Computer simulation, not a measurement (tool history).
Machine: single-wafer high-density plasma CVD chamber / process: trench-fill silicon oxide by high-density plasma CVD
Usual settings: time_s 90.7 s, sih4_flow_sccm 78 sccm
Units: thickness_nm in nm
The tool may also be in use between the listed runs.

run   hour  time_s  sih4_flow_sccm  read-back reference wafer on the same gauge, thickness_nm  thickness_nm
  1    0.0    90.7              78                                                    679.082       676.780
  2   30.6    90.7              78                                                    678.192       672.829
  3   62.3    90.7              78                                                    677.540       674.529
  4   96.2    90.7              78                                                    677.134       671.656
  5  113.6    90.7              78                                                    677.272       669.915
  6  136.7    90.7              78                                                    676.540       674.061
  7  170.3    90.7              78                                                    676.454       672.839
  8  190.8    90.7              78                                                    675.360       671.423
  9  215.6    90.7              78                                                    675.957       670.872
 10  245.8    90.7              78                                                    675.270       668.712
     269.5  -- silane flow controller replaced
 11  270.0    90.7              78                                                    675.262       674.000
 12  274.9    90.7              70                                                    675.290       607.694
 13  306.2    90.7              70                                                    675.226       607.819
 14  318.3    78.9              72                                                    674.825       544.977
 15  349.6    95.5              91                                                    675.314       808.267
 16  364.1    90.7              87                                                    674.997       741.672
 17  376.1   102.4              68                                                    674.724       667.465
     383.3  -- gauge calibrated
 18  393.6    90.7              78                                                    694.265       691.878
 19  407.5    75.7              83                                                    693.628       609.464
 20  475.6    90.7              86                                                    689.237       749.953
 21  499.6   104.3              78                                                    687.907       789.137
 22  519.9   100.7              65                                                    687.555       644.892
 23  554.6    97.6              69                                                    684.973       654.393
 24  584.2    83.0              71                                                    683.496       568.952
 25  614.1   101.4              66                                                    682.408       653.565
 26  636.1    90.7              78                                                    682.065       676.777
 27  668.0    90.7              73                                                    680.855       633.388

Branching from run 27: 5 alternative next runs. What would each branch give?
  A  668.4    90.7              78                                                          ?             ?
  B  668.4    80.6              63                                                          ?             ?
  C  668.4    78.1              87                                                          ?             ?
  D  668.4    85.6              68                                                          ?             ?
  E  668.4    80.4              90                                                          ?             ?

run  read-back reference wafer on the same gauge, thickness_nm  thickness_nm
  A                                                    681.619       671.050
  B                                                    681.619       491.987
  C                                                    681.619       638.490
  D                                                    681.619       559.444
  E                                                    681.619       678.109
Stripped of hidden state, with their random variation kept, the same runs would have yielded:
run  thickness_nm
  A       684.574
  B       501.901
  C       651.357
  D       570.718
  E       691.774
